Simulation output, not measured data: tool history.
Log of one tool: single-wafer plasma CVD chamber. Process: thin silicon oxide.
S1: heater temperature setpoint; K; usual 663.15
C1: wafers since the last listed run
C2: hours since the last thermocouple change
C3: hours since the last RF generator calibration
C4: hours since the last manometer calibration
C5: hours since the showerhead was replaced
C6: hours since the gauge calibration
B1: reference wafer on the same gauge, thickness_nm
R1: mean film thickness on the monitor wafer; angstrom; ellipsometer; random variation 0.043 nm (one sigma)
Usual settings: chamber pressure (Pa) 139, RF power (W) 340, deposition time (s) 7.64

Run 1, hour 0: usual settings; C1 0; C2 1345.7; C3 1736.8; C4 69.5; C5 3546; C6 2611.8; B1 21.303. Result: R1 196.71 angstrom.
Run 2, hour 92.2: usual settings; C1 2609; C2 1437.9; C3 1829; C4 161.7; C5 3638.2; C6 2704; B1 21.308. Result: R1 196.34 angstrom.
At hour 204.7: showerhead replaced, of another model than before.
At hour 249.9: thermocouple changed; heater temperature recalibrated.
Run 3, hour 380.8: usual settings; C1 7714; C2 130.9; C3 2117.6; C4 450.3; C5 176.1; C6 2992.6; B1 21.3. Result: R1 195.55 angstrom.
Run 4, hour 431.8: usual settings; C1 1443; C2 181.9; C3 2168.6; C4 501.3; C5 227.1; C6 3043.6; B1 21.306. Result: R1 194.91 angstrom.
At hour 435.9: gauge calibrated.
At hour 453.7: RF generator calibrated.
Run 5, hour 509.5: usual settings; C1 1972; C2 259.6; C3 55.8; C4 579; C5 304.8; C6 73.6; B1 21.292. Result: R1 194.55 angstrom.
Run 6, hour 572.2: usual settings; C1 1774; C2 322.3; C3 118.5; C4 641.7; C5 367.5; C6 136.3; B1 21.296. Result: R1 195.48 angstrom.
Run 7, hour 622.6: usual settings but chamber pressure (Pa) 115, deposition time (s) 8.59; C1 1426; C2 372.7; C3 168.9; C4 692.1; C5 417.9; C6 186.7; B1 21.305. Result: R1 205.82 angstrom.
Run 8, hour 674.7: usual settings; C1 1474; C2 424.8; C3 221; C4 744.2; C5 470; C6 238.8; B1 21.301. Result: R1 195.1 angstrom.
Run 9, hour 748.1: usual settings but S1 651.15 K, chamber pressure (Pa) 152, RF power (W) 285, deposition time (s) 8.04; C1 2077; C2 498.2; C3 294.4; C4 817.6; C5 543.4; C6 312.2; B1 21.302. Result: R1 204.45 angstrom.
Run 10, hour 831.4: usual settings but S1 677.15 K, chamber pressure (Pa) 124; C1 2357; C2 581.5; C3 377.7; C4 900.9; C5 626.7; C6 395.5; B1 21.308. Result: R1 186.26 angstrom.
Run 11, hour 935.9: usual settings but chamber pressure (Pa) 113; C1 2957; C2 686; C3 482.2; C4 1005.4; C5 731.2; C6 500; B1 21.309. Result: R1 182.61 angstrom.
Run 12, hour 988.9: usual settings but S1 674.15 K; C1 1499; C2 739; C3 535.2; C4 1058.4; C5 784.2; C6 553; B1 21.294. Result: R1 192.52 angstrom.
Run 13, hour 1046.4: usual settings; C1 1627; C2 796.5; C3 592.7; C4 1115.9; C5 841.7; C6 610.5; B1 21.303. Result: R1 194.41 angstrom.
Run 14, hour 1152.2: usual settings; C1 2994; C2 902.3; C3 698.5; C4 1221.7; C5 947.5; C6 716.3; B1 21.295. Result: R1 194.84 angstrom.
Run 15, hour 1239: usual settings; C1 2456; C2 989.1; C3 785.3; C4 1308.5; C5 1034.3; C6 803.1; B1 21.303. Result: R1 194.4 angstrom.
Run 16, hour 1295.1: usual settings but S1 668.15 K, chamber pressure (Pa) 149, deposition time (s) 7.17; C1 1587; C2 1045.2; C3 841.4; C4 1364.6; C5 1090.4; C6 859.2; B1 21.297. Result: R1 184.97 angstrom.
Run 17, hour 1338.4: usual settings but S1 655.15 K, chamber pressure (Pa) 109; C1 1225; C2 1088.5; C3 884.7; C4 1407.9; C5 1133.7; C6 902.5; B1 21.302. Result: R1 180.74 angstrom.
Run 18, hour 1435.9: usual settings but deposition time (s) 8.89; C1 2759; C2 1186; C3 982.2; C4 1505.4; C5 1231.2; C6 1000; B1 21.29. Result: R1 225.07 angstrom.
Run 19, hour 1490.6: usual settings but S1 649.15 K, deposition time (s) 9.16; C1 1548; C2 1240.7; C3 1036.9; C4 1560.1; C5 1285.9; C6 1054.7; B1 21.3. Result: R1 234.77 angstrom.
Run 20, hour 1545.4: usual settings but S1 655.15 K, RF power (W) 290, deposition time (s) 6.29; C1 1550; C2 1295.5; C3 1091.7; C4 1614.9; C5 1340.7; C6 1109.5; B1 21.314. Result: R1 154.16 angstrom.
At hour 1634.7: capacitance manometer re-zeroed and calibrated.
Run 21, hour 1635.2: usual settings but S1 678.15 K, chamber pressure (Pa) 112; C1 2314; C2 1385.3; C3 1181.5; C4 0.5; C5 1430.5; C6 1199.3; B1 21.298. Result: R1 182.34 angstrom.
Run 22, hour 1726.6: usual settings; C1 2586; C2 1476.7; C3 1272.9; C4 91.9; C5 1521.9; C6 1290.7; B1 21.298. Result: R1 195.57 angstrom.
Run 23, hour 1768.8: usual settings but S1 653.15 K, chamber pressure (Pa) 151, RF power (W) 285, deposition time (s) 8.61; C1 1194; C2 1518.9; C3 1315.1; C4 134.1; C5 1564.1; C6 1332.9; B1 21.29. Result: R1 219.91 angstrom.
Run 24, hour 1825.4: usual settings but S1 654.15 K; C1 1601; C2 1575.5; C3 1371.7; C4 190.7; C5 1620.7; C6 1389.5; B1 21.297. Result: R1 196.79 angstrom.
Run 25, hour 1863.5: usual settings but S1 678.15 K, chamber pressure (Pa) 156, RF power (W) 375, deposition time (s) 6.68; C1 1078; C2 1613.6; C3 1409.8; C4 228.8; C5 1658.8; C6 1427.6; B1 21.293. Result: R1 180.61 angstrom.
Run 26, hour 1939: usual settings but S1 658.15 K, chamber pressure (Pa) 161, RF power (W) 375, deposition time (s) 8.78; C1 2136; C2 1689.1; C3 1485.3; C4 304.3; C5 1734.3; C6 1503.1; B1 21.306. Result: R1 242.35 angstrom.
At hour 1958.2: thermocouple changed; heater temperature recalibrated.
Run 27, hour 1979.8: usual settings but deposition time (s) 7.06; C1 928; C2 21.6; C3 1526.1; C4 345.1; C5 1775.1; C6 1543.9; B1 21.301. Result: R1 180.63 angstrom.

5 ways to go on from here, each from the tool as it stands after run 27. What would each give?
Run A, hour 1980.2: usual settings; C1 11; C2 22; C3 1526.5; C4 345.5; C5 1775.5; C6 1544.3; B1 ?. Result: R1 ?.
Run B, hour 1980.2: usual settings but S1 649.15 K, RF power (W) 310, deposition time (s) 6.65; C1 11; C2 22; C3 1526.5; C4 345.5; C5 1775.5; C6 1544.3; B1 ?. Result: R1 ?.
Run C, hour 1980.2: usual settings but S1 656.15 K; C1 11; C2 22; C3 1526.5; C4 345.5; C5 1775.5; C6 1544.3; B1 ?. Result: R1 ?.
Run D, hour 1980.2: usual settings but chamber pressure (Pa) 125; C1 11; C2 22; C3 1526.5; C4 345.5; C5 1775.5; C6 1544.3; B1 ?. Result: R1 ?.
Run E, hour 1980.2: usual settings but S1 667.15 K, chamber pressure (Pa) 168, RF power (W) 390; C1 11; C2 22; C3 1526.5; C4 345.5; C5 1775.5; C6 1544.3; B1 ?. Result: R1 ?.

run      B1      R1
  A  21.305  195.83
  B  21.305  168.45
  C  21.305  196.86
  D  21.305  189.97
  E  21.305   214.9
Without the tool's hidden state the same runs would have given:
run      R1
  A     196
  B   168.6
  C  197.03
  D  190.14
  E  215.08

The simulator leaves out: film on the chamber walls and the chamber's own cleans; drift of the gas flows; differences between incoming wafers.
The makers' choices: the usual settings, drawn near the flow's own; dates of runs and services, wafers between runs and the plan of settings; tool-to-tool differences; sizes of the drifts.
